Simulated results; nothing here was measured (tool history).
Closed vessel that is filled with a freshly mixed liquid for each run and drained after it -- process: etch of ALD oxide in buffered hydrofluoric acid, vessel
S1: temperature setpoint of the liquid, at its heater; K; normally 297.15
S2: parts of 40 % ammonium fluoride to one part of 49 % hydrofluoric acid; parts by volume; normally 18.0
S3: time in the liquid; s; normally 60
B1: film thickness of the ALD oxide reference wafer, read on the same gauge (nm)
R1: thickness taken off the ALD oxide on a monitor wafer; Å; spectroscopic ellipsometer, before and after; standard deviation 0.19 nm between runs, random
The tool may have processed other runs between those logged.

run    hour      S1    S2  S3      B1     R1
  1     0.0  297.15  18.0  60  140.00  455.7
  2    35.2  297.15  18.0  60  140.01  457.7
  3   136.2  297.15  18.0  60  140.00  457.5
  4   195.6  297.15  18.0  60  140.00  454.3
      203.7  -- hydrofluoric acid flow meter replaced
  5   232.0  297.15  18.0  60  140.01  457.4
  6   297.3  297.15  18.0  60  139.99  453.5
  7   366.2  297.15  18.0  75  139.99  575.7
  8   393.6  297.15  18.0  75  140.01  574.1
  9   460.2  297.15  18.0  75  139.99  571.7
      538.4  -- thermometer replaced
 10   621.9  299.65  18.0  80  139.99  667.6
 11   681.4  297.15  12.0  45  140.00  493.0
 12   727.2  297.15  11.5  60  140.00  684.1
 13   784.8  297.15  13.0  60  140.01  607.2
 14   830.2  294.15  23.0  35  139.99  178.3
 15   862.5  297.15  18.0  60  139.98  441.3
 16   919.3  297.15  18.0  60  139.99  440.6
 17   961.7  301.15  12.0  30  140.00  408.3
 18  1015.0  295.65  16.0  90  140.00  685.3
     1060.3  -- gauge calibrated
 19  1081.9  297.15  18.0  60  140.00  441.4
 20  1114.6  297.15  21.5  60  139.99  379.1
     1124.0  -- hydrofluoric acid flow meter replaced
 21  1139.8  297.15  18.0  60  140.01  441.1
 22  1197.3  297.15  18.0  60  139.98  442.2
 23  1229.1  294.15  23.0  35  139.99  178.9
 24  1291.5  293.15  11.5  60  139.98  553.1
 25  1360.9  297.15  18.0  60  139.99  445.4
 26  1387.5  297.15  24.0  85  139.99  499.3
 27  1437.3  297.15  18.0  60  140.00  443.5
 28  1475.3  293.65  18.0  60  139.98  365.8
 29  1523.4  299.65  18.0  40  139.98  339.5
 30  1592.8  292.15  16.0  60  140.00  379.7
 31  1653.6  300.15  21.0  60  140.00  459.2
 32  1707.9  301.65  14.0  35  140.00  427.1
 33  1736.6  299.15  18.0  60  140.00  496.2

Predict each of these 5 candidate next runs independently; none follows another, all start after run 33:
  A  1737.3  297.15  11.0  60   ?   ?
  B  1737.3  302.15  18.0  75   ?   ?
  C  1737.3  300.15  21.0  50   ?   ?
  D  1737.3  297.15  11.0  95   ?   ?
  E  1737.3  300.65  18.0  60   ?   ?

run      B1      R1
  A  140.02   723.2
  B  140.02   729.6
  C  140.02   381.2
  D  140.02  1145.1
  E  140.02   538.9
Without the tool's hidden state the same runs would have given:
run      R1
  A   710.3
  B   716.9
  C   374.5
  D  1124.7
  E   529.5
